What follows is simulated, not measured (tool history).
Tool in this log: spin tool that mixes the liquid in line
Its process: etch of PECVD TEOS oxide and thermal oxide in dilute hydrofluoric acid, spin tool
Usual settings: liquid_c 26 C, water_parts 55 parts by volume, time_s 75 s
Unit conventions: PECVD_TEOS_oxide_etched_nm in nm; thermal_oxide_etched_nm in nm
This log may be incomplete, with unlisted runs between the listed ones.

| run | day | liquid_c | water_parts | time_s | read-back film thickness of the PECVD TEOS oxide reference wafer, read on the same gauge (nm) | read-back film thickness of the thermal oxide reference wafer, read on the same gauge (nm) | PECVD_TEOS_oxide_etched_nm | thermal_oxide_etched_nm |
|---|---|---|---|---|---|---|---|---|
| 1 | 0 | 26 | 55 | 75 | 110.02 | 100.02 | 19.29 | 7.47 |
| 2 | 1.012 | 28.5 | 35 | 35 | 110.02 | 100.03 | 16.13 | 6.22 |
|  | 1.738 | hydrofluoric acid flow meter replaced |
| 3 | 2.508 | 29 | 35 | 95 | 109.99 | 99.99 | 44.4 | 17.21 |
| 4 | 3.925 | 26 | 55 | 75 | 110 | 100.01 | 19.37 | 7.52 |
| 5 | 4.917 | 24.5 | 55 | 55 | 110 | 99.99 | 13.29 | 5.15 |
| 6 | 5.867 | 26 | 55 | 75 | 110.03 | 100 | 19.12 | 7.42 |
| 7 | 6.675 | 26 | 55 | 75 | 109.98 | 100 | 19.41 | 7.43 |
| 8 | 7.467 | 21 | 35 | 75 | 109.97 | 100.03 | 25.22 | 9.75 |
| 9 | 8.767 | 26 | 65 | 35 | 110.01 | 100.03 | 7.47 | 2.92 |
| 10 | 9.346 | 30.5 | 70 | 50 | 109.96 | 100.01 | 11.9 | 4.57 |
| 11 | 10.342 | 26 | 45 | 30 | 109.99 | 99.98 | 9.6 | 3.7 |
|  | 12.825 | gauge calibrated |
| 12 | 13.546 | 26 | 55 | 75 | 110.01 | 100 | 19.4 | 7.48 |
| 13 | 14.5 | 28 | 55 | 75 | 110.04 | 100.03 | 20.88 | 8.06 |
| 14 | 15.208 | 26 | 55 | 75 | 109.97 | 99.99 | 19.18 | 7.48 |
| 15 | 15.879 | 26 | 55 | 35 | 110.05 | 100 | 9.11 | 3.47 |
|  | 16.154 | thermometer replaced |
| 16 | 17.004 | 29 | 40 | 90 | 109.99 | 100.01 | 36.7 | 14.26 |
| 17 | 17.654 | 24.5 | 30 | 100 | 110.02 | 99.98 | 46.04 | 17.72 |
| 18 | 18.642 | 26 | 55 | 95 | 110.02 | 100.01 | 24.6 | 9.47 |
| 19 | 19.675 | 23 | 70 | 75 | 110.02 | 100.02 | 13.05 | 5.13 |
| 20 | 20.979 | 28 | 55 | 95 | 109.98 | 99.99 | 26.52 | 10.27 |
| 21 | 21.508 | 23 | 35 | 75 | 110 | 99.98 | 27.42 | 10.74 |
| 22 | 22.75 | 31 | 55 | 75 | 109.99 | 99.99 | 23.68 | 9.1 |
| 23 | 24.125 | 30.5 | 75 | 95 | 109.96 | 100.01 | 20.99 | 8.01 |
| 24 | 25.617 | 23.5 | 35 | 45 | 109.96 | 100 | 16.99 | 6.52 |
| 25 | 29.775 | 23.5 | 40 | 100 | 110.01 | 100.02 | 32.42 | 12.62 |

Predict each of these 5 candidate next runs independently; none follows another, all start after run 25:
| A | 29.792 | 22 | 55 | 75 | ? | ? | ? | ? |
| B | 29.792 | 29 | 85 | 40 | ? | ? | ? | ? |
| C | 29.792 | 26 | 65 | 45 | ? | ? | ? | ? |
| D | 29.792 | 26 | 55 | 90 | ? | ? | ? | ? |
| E | 29.792 | 28.5 | 70 | 45 | ? | ? | ? | ? |

| run | read-back film thickness of the PECVD TEOS oxide reference wafer, read on the same gauge (nm) | read-back film thickness of the thermal oxide reference wafer, read on the same gauge (nm) | PECVD_TEOS_oxide_etched_nm | thermal_oxide_etched_nm |
|---|---|---|---|---|
| A | 109.99 | 99.99 | 16.38 | 6.35 |
| B | 109.99 | 99.99 | 7.19 | 2.78 |
| C | 109.99 | 99.99 | 9.67 | 3.74 |
| D | 109.99 | 99.99 | 23.16 | 8.97 |
| E | 109.99 | 99.99 | 9.84 | 3.81 |
Without the tool's unlogged condition, the same runs would have read:
| run | PECVD_TEOS_oxide_etched_nm | thermal_oxide_etched_nm |
|---|---|---|
| A | 16.38 | 6.35 |
| B | 7.19 | 2.78 |
| C | 9.67 | 3.74 |
| D | 23.16 | 8.97 |
| E | 9.84 | 3.81 |
